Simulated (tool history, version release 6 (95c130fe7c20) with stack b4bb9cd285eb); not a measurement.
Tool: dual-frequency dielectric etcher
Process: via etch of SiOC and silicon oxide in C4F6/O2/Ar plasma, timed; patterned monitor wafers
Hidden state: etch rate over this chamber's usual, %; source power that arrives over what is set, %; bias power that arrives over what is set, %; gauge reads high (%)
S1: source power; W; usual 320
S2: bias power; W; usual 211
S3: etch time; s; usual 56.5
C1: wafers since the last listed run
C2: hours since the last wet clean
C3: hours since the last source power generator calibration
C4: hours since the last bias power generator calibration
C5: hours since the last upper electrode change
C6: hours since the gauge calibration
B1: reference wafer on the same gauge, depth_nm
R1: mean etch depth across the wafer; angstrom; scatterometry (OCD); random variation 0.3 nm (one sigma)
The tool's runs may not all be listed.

run	hour	S1	S2	S3	C1	C2	C3	C4	C5	C6	B1	R1
1	0	280	211	49	0	169.8	4708.9	1731.1	3865.7	241.2	54.3	514
2	15.5	280	211	49	123	185.3	4724.4	1746.6	3881.2	256.7	54.4	519
3	33.3	320	211	56.5	141	203.1	4742.2	1764.4	3899	274.5	54.4	626
4	57.5	320	211	56.5	192	227.3	4766.4	1788.6	3923.2	298.7	54.4	622
5	84	320	211	56.5	210	253.8	4792.9	1815.1	3949.7	325.2	54.4	618
6	113.5	320	211	56.5	234	283.3	4822.4	1844.6	3979.2	354.7	54.5	614
7	129.5	320	211	56.5	127	299.3	4838.4	1860.6	3995.2	370.7	54.4	614
8	144.3	260	211	56.5	117	314.1	4853.2	1875.4	4010	385.5	54.4	566
9	172.8	260	211	56.5	226	342.6	4881.7	1903.9	4038.5	414	54.4	570
10	200	260	211	56.5	215	369.8	4908.9	1931.1	4065.7	441.2	54.4	564
# hour 220.2: source power generator calibrated
# hour 226.2: wet clean of the chamber
# hour 231.9: upper electrode replaced, of another model than before
11	232.4	320	211	56.5	132	6.2	12.2	1963.5	0.5	473.6	54.3	642
# hour 241.3: gauge calibrated
12	248.8	320	225	56.5	130	22.6	28.6	1979.9	16.9	7.5	54.3	663
13	267.7	320	211	56.5	150	41.5	47.5	1998.8	35.8	26.4	54.4	645
14	298.8	250	211	47.5	246	72.6	78.6	2029.9	66.9	57.5	54.4	462
15	322.1	300	232	51	184	95.9	101.9	2053.2	90.2	80.8	54.4	580
16	358	290	258	64.5	284	131.8	137.8	2089.1	126.1	116.7	54.3	740
17	374.4	320	211	56.5	130	148.2	154.2	2105.5	142.5	133.1	54.5	630
18	409.9	350	247	51.5	281	183.7	189.7	2141	178	168.6	54.4	647
19	432.1	320	211	56.5	176	205.9	211.9	2163.2	200.2	190.8	54.5	634
20	444.3	320	196	56.5	96	218.1	224.1	2175.4	212.4	203	54.5	609
# hour 470.4: bias power generator calibrated
21	472.5	320	211	56.5	192	246.3	252.3	2.1	240.6	231.2	54.4	621
22	489.9	260	211	56.5	138	263.7	269.7	19.5	258	248.6	54.4	548
23	514.3	320	245	56.5	193	288.1	294.1	43.9	282.4	273	54.4	659
24	543.9	320	211	56.5	234	317.7	323.7	73.5	312	302.6	54.4	619
25	561.6	320	211	41.5	140	335.4	341.4	91.2	329.7	320.3	54.4	454
# hour 591.1: wet clean of the chamber
26	591.6	280	173	61.5	47	0.5	371.4	121.2	359.7	350.3	54.4	589
27	605.7	390	211	49.5	111	14.6	385.5	135.3	373.8	364.4	54.4	630

What the log doesn't show, run by run:
source power that arrives over what is set, %: 0 in every run
bias power that arrives over what is set, %: 0 in every run
gauge reads high (%): 0 in every run
H1: etch rate over this chamber's usual, %
run	H1
1	-2.35
2	-2.54
3	-2.76
4	-3.06
5	-3.39
6	-3.75
7	-3.95
8	-4.13
9	-4.49
10	-4.82
11	0.113
12	-0.0896
13	-0.324
14	-0.709
15	-0.997
16	-1.44
17	-1.64
18	-2.08
19	-2.36
20	-2.51
21	-2.86
22	-3.07
23	-3.38
24	-3.74
25	-3.96
26	0.218
27	0.0438

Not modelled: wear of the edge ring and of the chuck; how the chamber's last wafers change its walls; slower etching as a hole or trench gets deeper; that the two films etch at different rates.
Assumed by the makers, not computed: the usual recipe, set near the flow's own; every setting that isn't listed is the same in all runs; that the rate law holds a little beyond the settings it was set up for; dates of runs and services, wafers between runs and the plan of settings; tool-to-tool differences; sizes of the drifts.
